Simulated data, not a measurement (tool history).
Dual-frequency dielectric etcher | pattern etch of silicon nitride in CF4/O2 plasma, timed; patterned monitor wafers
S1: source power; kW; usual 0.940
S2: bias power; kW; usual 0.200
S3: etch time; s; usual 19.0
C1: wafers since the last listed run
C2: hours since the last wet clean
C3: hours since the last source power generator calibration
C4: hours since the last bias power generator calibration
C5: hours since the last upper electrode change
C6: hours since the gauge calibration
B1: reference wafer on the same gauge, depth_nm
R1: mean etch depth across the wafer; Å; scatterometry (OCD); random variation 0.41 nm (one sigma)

| run | hour | S1 | S2 | S3 | C1 | C2 | C3 | C4 | C5 | C6 | B1 | R1 |
|---|---|---|---|---|---|---|---|---|---|---|---|---|
| 1 | 0.0 | 0.940 | 0.200 | 21.5 | 0 | 448.1 | 2062.7 | 3563.9 | 3170.8 | 122.6 | 60.6 | 718 |
|  | 39.5 | wet clean of the chamber |
| 2 | 40.0 | 0.940 | 0.200 | 21.5 | 168 | 0.5 | 2102.7 | 3603.9 | 3210.8 | 162.6 | 60.6 | 734 |
| 3 | 94.3 | 0.940 | 0.200 | 19.0 | 573 | 54.8 | 2157.0 | 3658.2 | 3265.1 | 216.9 | 60.6 | 652 |
| 4 | 132.4 | 0.940 | 0.200 | 19.0 | 402 | 92.9 | 2195.1 | 3696.3 | 3303.2 | 255.0 | 60.6 | 651 |
| 5 | 158.7 | 0.820 | 0.200 | 19.0 | 277 | 119.2 | 2221.4 | 3722.6 | 3329.5 | 281.3 | 60.5 | 555 |
| 6 | 195.2 | 0.820 | 0.200 | 19.0 | 385 | 155.7 | 2257.9 | 3759.1 | 3366.0 | 317.8 | 60.6 | 548 |
| 7 | 257.4 | 0.940 | 0.170 | 19.0 | 656 | 217.9 | 2320.1 | 3821.3 | 3428.2 | 380.0 | 60.6 | 625 |
| 8 | 314.5 | 0.940 | 0.170 | 19.0 | 603 | 275.0 | 2377.2 | 3878.4 | 3485.3 | 437.1 | 60.5 | 613 |
| 9 | 346.7 | 0.940 | 0.170 | 19.0 | 340 | 307.2 | 2409.4 | 3910.6 | 3517.5 | 469.3 | 60.7 | 603 |
| 10 | 414.0 | 0.940 | 0.229 | 22.5 | 710 | 374.5 | 2476.7 | 3977.9 | 3584.8 | 536.6 | 60.5 | 758 |
| 11 | 438.7 | 0.750 | 0.237 | 19.0 | 260 | 399.2 | 2501.4 | 4002.6 | 3609.5 | 561.3 | 60.6 | 513 |
|  | 472.8 | wet clean of the chamber |
|  | 475.8 | source power generator calibrated |
|  | 577.6 | upper electrode replaced |
| 12 | 626.2 | 0.940 | 0.200 | 19.0 | 1440 | 153.4 | 150.4 | 4190.1 | 48.6 | 748.8 | 60.6 | 670 |
| 13 | 657.6 | 0.940 | 0.200 | 14.5 | 331 | 184.8 | 181.8 | 4221.5 | 80.0 | 780.2 | 60.7 | 506 |
|  | 867.7 | bias power generator calibrated |
| 14 | 870.6 | 1.130 | 0.222 | 22.5 | 2207 | 397.8 | 394.8 | 2.9 | 293.0 | 993.2 | 60.6 | 947 |
| 15 | 910.0 | 0.940 | 0.185 | 19.0 | 416 | 437.2 | 434.2 | 42.3 | 332.4 | 1032.6 | 60.7 | 634 |
| 16 | 942.0 | 0.700 | 0.227 | 19.0 | 337 | 469.2 | 466.2 | 74.3 | 364.4 | 1064.6 | 60.6 | 479 |
|  | 976.8 | wet clean of the chamber |
| 17 | 979.0 | 0.740 | 0.229 | 19.0 | 137 | 2.2 | 503.2 | 111.3 | 401.4 | 1101.6 | 60.6 | 541 |
|  | 999.5 | gauge calibrated |
| 18 | 1046.9 | 1.140 | 0.200 | 23.0 | 717 | 70.1 | 571.1 | 179.2 | 469.3 | 47.4 | 60.5 | 993 |
| 19 | 1073.8 | 0.940 | 0.200 | 17.5 | 284 | 97.0 | 598.0 | 206.1 | 496.2 | 74.3 | 60.6 | 613 |
| 20 | 1140.0 | 0.940 | 0.200 | 19.0 | 699 | 163.2 | 664.2 | 272.3 | 562.4 | 140.5 | 60.6 | 657 |
| 21 | 1203.5 | 1.100 | 0.166 | 21.5 | 670 | 226.7 | 727.7 | 335.8 | 625.9 | 204.0 | 60.7 | 845 |
| 22 | 1234.4 | 0.940 | 0.200 | 19.0 | 326 | 257.6 | 758.6 | 366.7 | 656.8 | 234.9 | 60.5 | 647 |
| 23 | 1296.6 | 0.940 | 0.246 | 19.0 | 656 | 319.8 | 820.8 | 428.9 | 719.0 | 297.1 | 60.5 | 678 |
| 24 | 1323.5 | 0.940 | 0.169 | 19.0 | 284 | 346.7 | 847.7 | 455.8 | 745.9 | 324.0 | 60.6 | 622 |
| 25 | 1394.6 | 0.840 | 0.200 | 19.0 | 750 | 417.8 | 918.8 | 526.9 | 817.0 | 395.1 | 60.7 | 563 |
|  | 1464.4 | wet clean of the chamber |
| 26 | 1511.1 | 0.940 | 0.200 | 19.0 | 976 | 46.7 | 1035.3 | 643.4 | 933.5 | 511.6 | 60.6 | 667 |
| 27 | 1566.8 | 1.170 | 0.242 | 15.5 | 588 | 102.4 | 1091.0 | 699.1 | 989.2 | 567.3 | 60.6 | 694 |
| 28 | 1634.8 | 0.720 | 0.200 | 15.5 | 718 | 170.4 | 1159.0 | 767.1 | 1057.2 | 635.3 | 60.5 | 400 |
| 29 | 1704.1 | 0.940 | 0.200 | 19.0 | 731 | 239.7 | 1228.3 | 836.4 | 1126.5 | 704.6 | 60.6 | 650 |

5 ways to go on from here, each from the tool as it stands after run 29. What would each give?
| A | 1704.5 | 0.940 | 0.200 | 19.0 | 4 | 240.1 | 1228.7 | 836.8 | 1126.9 | 705.0 | ? | ? |
| B | 1704.5 | 0.940 | 0.200 | 15.0 | 4 | 240.1 | 1228.7 | 836.8 | 1126.9 | 705.0 | ? | ? |
| C | 1704.5 | 0.940 | 0.232 | 17.5 | 4 | 240.1 | 1228.7 | 836.8 | 1126.9 | 705.0 | ? | ? |
| D | 1704.5 | 0.850 | 0.185 | 20.5 | 4 | 240.1 | 1228.7 | 836.8 | 1126.9 | 705.0 | ? | ? |
| E | 1704.5 | 1.020 | 0.152 | 14.5 | 4 | 240.1 | 1228.7 | 836.8 | 1126.9 | 705.0 | ? | ? |

| run | B1 | R1 |
|---|---|---|
| A | 60.6 | 649 |
| B | 60.6 | 513 |
| C | 60.6 | 618 |
| D | 60.6 | 620 |
| E | 60.6 | 512 |
Without the tool's hidden state the same runs would have given:
| run | R1 |
|---|---|
| A | 688 |
| B | 544 |
| C | 655 |
| D | 657 |
| E | 543 |

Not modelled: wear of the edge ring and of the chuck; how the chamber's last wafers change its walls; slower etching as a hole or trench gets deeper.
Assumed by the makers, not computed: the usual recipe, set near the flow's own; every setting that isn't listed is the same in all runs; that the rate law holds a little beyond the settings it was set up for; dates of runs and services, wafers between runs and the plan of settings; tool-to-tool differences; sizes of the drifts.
